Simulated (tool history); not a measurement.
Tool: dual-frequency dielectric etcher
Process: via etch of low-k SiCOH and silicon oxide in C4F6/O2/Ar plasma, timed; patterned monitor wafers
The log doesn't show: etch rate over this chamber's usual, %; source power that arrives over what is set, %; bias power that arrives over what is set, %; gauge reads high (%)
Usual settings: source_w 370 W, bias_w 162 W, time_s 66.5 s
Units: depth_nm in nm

run	hour	source_w	bias_w	time_s	wafers since the last listed run	hours since the last wet clean	hours since the last source power generator calibration	hours since the last bias power generator calibration	hours since the last upper electrode change	hours since the gauge calibration	read-back reference wafer on the same gauge, depth_nm	depth_nm
1	0	370	153	66.5	0	177.4	4430.7	1732.6	4917.5	380	154	142.6
2	15.7	370	153	66.5	187	193.1	4446.4	1748.3	4933.2	395.7	154	143.4
3	34.3	370	162	66.5	222	211.7	4465	1766.9	4951.8	414.3	154	146.7
4	66.1	370	162	66.5	379	243.5	4496.8	1798.7	4983.6	446.1	154	144.6
5	87.3	370	162	66.5	253	264.7	4518	1819.9	5004.8	467.3	153.9	145.3
6	99.7	370	162	66.5	148	277.1	4530.4	1832.3	5017.2	479.7	154	144.7
7	127.2	370	162	66.5	328	304.6	4557.9	1859.8	5044.7	507.2	153.8	145.7
8	143.4	410	162	73.5	193	320.8	4574.1	1876	5060.9	523.4	154	167.2
# hour 154.3: gauge calibrated
9	177.8	410	162	73.5	410	355.2	4608.5	1910.4	5095.3	23.5	154.1	165.2
# hour 209: upper electrode replaced
10	209.5	420	162	66.5	91	386.9	4640.2	1942.1	0.5	55.2	154.2	151.3
11	210.3	330	137	75	9	387.7	4641	1942.9	1.3	56	154	147.3
# hour 231.8: bias power generator calibrated
12	237.4	370	179	66.5	275	414.8	4668.1	5.6	28.4	83.1	154	146.4
# hour 268.9: wet clean of the chamber
13	270	440	136	50.5	102	1.1	4700.7	38.2	61	115.7	154	118.3
14	286	370	179	66.5	190	17.1	4716.7	54.2	77	131.7	154.2	155.9
15	318.8	370	162	66.5	391	49.9	4749.5	87	109.8	164.5	154.1	151.5
# hour 322.9: source power generator calibrated
16	344.4	370	190	85	257	75.5	21.5	112.6	135.4	190.1	154	199.6
17	357.5	310	162	74.5	156	88.6	34.6	125.7	148.5	203.2	153.9	156
18	383.6	450	175	58.5	311	114.7	60.7	151.8	174.6	229.3	154	146.8
19	418.1	370	128	74.5	411	149.2	95.2	186.3	209.1	263.8	154.1	156.7
20	439.2	370	183	66.5	251	170.3	116.3	207.4	230.2	284.9	153.9	153.9

Forecast each of these 3 alternatives for the next run:
A	439.6	430	162	66.5	4	170.7	116.7	207.8	230.6	285.3	?	?
B	439.6	290	162	66.5	4	170.7	116.7	207.8	230.6	285.3	?	?
C	439.6	300	139	83	4	170.7	116.7	207.8	230.6	285.3	?	?

run	read-back reference wafer on the same gauge, depth_nm	depth_nm
A	154.1	159.8
B	154.1	134.2
C	154.1	163.1
Without the tool's hidden state the same runs would have given:
run	depth_nm
A	161.1
B	135.4
C	164.5

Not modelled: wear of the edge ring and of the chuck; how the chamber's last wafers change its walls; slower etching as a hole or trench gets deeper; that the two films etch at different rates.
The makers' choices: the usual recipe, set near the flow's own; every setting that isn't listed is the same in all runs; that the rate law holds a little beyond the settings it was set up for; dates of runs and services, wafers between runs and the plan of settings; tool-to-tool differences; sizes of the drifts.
